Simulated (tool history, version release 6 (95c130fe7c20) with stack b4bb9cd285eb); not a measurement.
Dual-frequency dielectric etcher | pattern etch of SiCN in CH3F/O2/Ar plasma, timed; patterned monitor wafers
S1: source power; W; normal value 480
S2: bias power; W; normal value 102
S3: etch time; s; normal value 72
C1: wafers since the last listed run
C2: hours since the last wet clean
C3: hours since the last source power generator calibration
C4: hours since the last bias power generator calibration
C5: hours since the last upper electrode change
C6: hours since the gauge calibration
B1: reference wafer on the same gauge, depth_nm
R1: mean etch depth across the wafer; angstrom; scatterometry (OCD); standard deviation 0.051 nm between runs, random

{"run": 1, "day": 0.0, "S1": 480, "S2": 102, "S3": 72, "C1": 0, "C2": 323.4, "C3": 3362.2, "C4": 20.1, "C5": 2098.4, "C6": 40.4, "B1": 30.59, "R1": 337.2}
{"run": 2, "day": 0.638, "S1": 390, "S2": 102, "S3": 72, "C1": 153, "C2": 338.7, "C3": 3377.5, "C4": 35.4, "C5": 2113.7, "C6": 55.7, "B1": 30.6, "R1": 318.2}
{"run": 3, "day": 0.983, "S1": 480, "S2": 102, "S3": 83.5, "C1": 83, "C2": 347, "C3": 3385.8, "C4": 43.7, "C5": 2122, "C6": 64, "B1": 30.6, "R1": 390.2}
{"run": 4, "day": 1.333, "S1": 480, "S2": 102, "S3": 83.5, "C1": 84, "C2": 355.4, "C3": 3394.2, "C4": 52.1, "C5": 2130.4, "C6": 72.4, "B1": 30.6, "R1": 391}
{"run": 5, "day": 1.596, "S1": 480, "S2": 102, "S3": 83.5, "C1": 63, "C2": 361.7, "C3": 3400.5, "C4": 58.4, "C5": 2136.7, "C6": 78.7, "B1": 30.58, "R1": 391.3}
{"day": 2.721, "done": "upper electrode replaced"}
{"run": 6, "day": 2.742, "S1": 410, "S2": 102, "S3": 72, "C1": 35, "C2": 389.2, "C3": 3428, "C4": 85.9, "C5": 0.5, "C6": 106.2, "B1": 30.6, "R1": 322.9}
{"run": 7, "day": 3.329, "S1": 570, "S2": 110, "S3": 72, "C1": 141, "C2": 403.3, "C3": 3442.1, "C4": 100, "C5": 14.6, "C6": 120.3, "B1": 30.63, "R1": 362.5}
{"run": 8, "day": 3.771, "S1": 510, "S2": 124, "S3": 84.5, "C1": 106, "C2": 413.9, "C3": 3452.7, "C4": 110.6, "C5": 25.2, "C6": 130.9, "B1": 30.6, "R1": 426.9}
{"run": 9, "day": 4.321, "S1": 480, "S2": 102, "S3": 72, "C1": 132, "C2": 427.1, "C3": 3465.9, "C4": 123.8, "C5": 38.4, "C6": 144.1, "B1": 30.6, "R1": 337.7}
{"run": 10, "day": 4.829, "S1": 600, "S2": 102, "S3": 82, "C1": 122, "C2": 439.3, "C3": 3478.1, "C4": 136, "C5": 50.6, "C6": 156.3, "B1": 30.61, "R1": 410.3}
{"run": 11, "day": 5.217, "S1": 480, "S2": 102, "S3": 72, "C1": 93, "C2": 448.6, "C3": 3487.4, "C4": 145.3, "C5": 59.9, "C6": 165.6, "B1": 30.61, "R1": 336.7}
{"run": 12, "day": 5.725, "S1": 430, "S2": 102, "S3": 51.5, "C1": 122, "C2": 460.8, "C3": 3499.6, "C4": 157.5, "C5": 72.1, "C6": 177.8, "B1": 30.63, "R1": 233.3}
{"run": 13, "day": 6.371, "S1": 430, "S2": 102, "S3": 51.5, "C1": 155, "C2": 476.3, "C3": 3515.1, "C4": 173, "C5": 87.6, "C6": 193.3, "B1": 30.61, "R1": 233.6}
{"day": 7.517, "done": "source power generator calibrated"}
{"day": 7.617, "done": "wet clean of the chamber"}
{"run": 14, "day": 7.638, "S1": 450, "S2": 102, "S3": 72, "C1": 240, "C2": 0.5, "C3": 2.9, "C4": 203.4, "C5": 118, "C6": 223.7, "B1": 30.58, "R1": 334.1}
{"run": 15, "day": 7.65, "S1": 480, "S2": 102, "S3": 86, "C1": 3, "C2": 0.8, "C3": 3.2, "C4": 203.7, "C5": 118.3, "C6": 224, "B1": 30.6, "R1": 406.6}
{"run": 16, "day": 7.862, "S1": 400, "S2": 102, "S3": 80, "C1": 51, "C2": 5.9, "C3": 8.3, "C4": 208.8, "C5": 123.4, "C6": 229.1, "B1": 30.6, "R1": 359.5}
{"run": 17, "day": 8.25, "S1": 580, "S2": 90, "S3": 55, "C1": 93, "C2": 15.2, "C3": 17.6, "C4": 218.1, "C5": 132.7, "C6": 238.4, "B1": 30.59, "R1": 266}
{"run": 18, "day": 8.554, "S1": 480, "S2": 102, "S3": 72, "C1": 73, "C2": 22.5, "C3": 24.9, "C4": 225.4, "C5": 140, "C6": 245.7, "B1": 30.59, "R1": 339.6}
{"run": 19, "day": 9.146, "S1": 380, "S2": 118, "S3": 89, "C1": 142, "C2": 36.7, "C3": 39.1, "C4": 239.6, "C5": 154.2, "C6": 259.9, "B1": 30.61, "R1": 411.5}
{"run": 20, "day": 9.425, "S1": 480, "S2": 102, "S3": 80, "C1": 67, "C2": 43.4, "C3": 45.8, "C4": 246.3, "C5": 160.9, "C6": 266.6, "B1": 30.62, "R1": 377.5}
{"run": 21, "day": 9.825, "S1": 480, "S2": 115, "S3": 59, "C1": 96, "C2": 53, "C3": 55.4, "C4": 255.9, "C5": 170.5, "C6": 276.2, "B1": 30.58, "R1": 289.3}
{"run": 22, "day": 10.388, "S1": 480, "S2": 102, "S3": 72, "C1": 135, "C2": 66.5, "C3": 68.9, "C4": 269.4, "C5": 184, "C6": 289.7, "B1": 30.6, "R1": 340.9}
{"run": 23, "day": 10.954, "S1": 400, "S2": 92, "S3": 72, "C1": 136, "C2": 80.1, "C3": 82.5, "C4": 283, "C5": 197.6, "C6": 303.3, "B1": 30.6, "R1": 313.4}
{"run": 24, "day": 11.688, "S1": 590, "S2": 112, "S3": 64, "C1": 176, "C2": 97.7, "C3": 100.1, "C4": 300.6, "C5": 215.2, "C6": 320.9, "B1": 30.6, "R1": 329.8}
{"run": 25, "day": 11.992, "S1": 600, "S2": 102, "S3": 82, "C1": 73, "C2": 105, "C3": 107.4, "C4": 307.9, "C5": 222.5, "C6": 328.2, "B1": 30.59, "R1": 413.7}
{"run": 26, "day": 12.654, "S1": 480, "S2": 77, "S3": 89.5, "C1": 159, "C2": 120.9, "C3": 123.3, "C4": 323.8, "C5": 238.4, "C6": 344.1, "B1": 30.58, "R1": 390.6}
{"run": 27, "day": 13.029, "S1": 590, "S2": 112, "S3": 64, "C1": 90, "C2": 129.9, "C3": 132.3, "C4": 332.8, "C5": 247.4, "C6": 353.1, "B1": 30.6, "R1": 329.4}
{"run": 28, "day": 13.617, "S1": 480, "S2": 102, "S3": 72, "C1": 141, "C2": 144, "C3": 146.4, "C4": 346.9, "C5": 261.5, "C6": 367.2, "B1": 30.6, "R1": 340.3}
{"run": 29, "day": 14.079, "S1": 480, "S2": 102, "S3": 86, "C1": 111, "C2": 155.1, "C3": 157.5, "C4": 358, "C5": 272.6, "C6": 378.3, "B1": 30.6, "R1": 405.6}
{"run": 30, "day": 14.567, "S1": 380, "S2": 80, "S3": 72, "C1": 117, "C2": 166.8, "C3": 169.2, "C4": 369.7, "C5": 284.3, "C6": 390, "B1": 30.62, "R1": 297.7}

Predict each of these 4 candidate next runs independently; none follows another, all start after run 30:
{"run": "A", "day": 14.583, "S1": 480, "S2": 102, "S3": 72, "C1": 4, "C2": 167.2, "C3": 169.6, "C4": 370.1, "C5": 284.7, "C6": 390.4, "B1": "?", "R1": "?"}
{"run": "B", "day": 14.583, "S1": 480, "S2": 93, "S3": 90, "C1": 4, "C2": 167.2, "C3": 169.6, "C4": 370.1, "C5": 284.7, "C6": 390.4, "B1": "?", "R1": "?"}
{"run": "C", "day": 14.583, "S1": 480, "S2": 78, "S3": 61, "C1": 4, "C2": 167.2, "C3": 169.6, "C4": 370.1, "C5": 284.7, "C6": 390.4, "B1": "?", "R1": "?"}
{"run": "D", "day": 14.583, "S1": 370, "S2": 92, "S3": 82.5, "C1": 4, "C2": 167.2, "C3": 169.6, "C4": 370.1, "C5": 284.7, "C6": 390.4, "B1": "?", "R1": "?"}

run=A B1=30.63 R1=339.9
run=B B1=30.63 R1=414
run=C B1=30.63 R1=267.7
run=D B1=30.63 R1=351.7
Had the tool no hidden state, the same runs would have come out as:
run=A R1=340.8
run=B R1=415.1
run=C R1=268.5
run=D R1=352.7

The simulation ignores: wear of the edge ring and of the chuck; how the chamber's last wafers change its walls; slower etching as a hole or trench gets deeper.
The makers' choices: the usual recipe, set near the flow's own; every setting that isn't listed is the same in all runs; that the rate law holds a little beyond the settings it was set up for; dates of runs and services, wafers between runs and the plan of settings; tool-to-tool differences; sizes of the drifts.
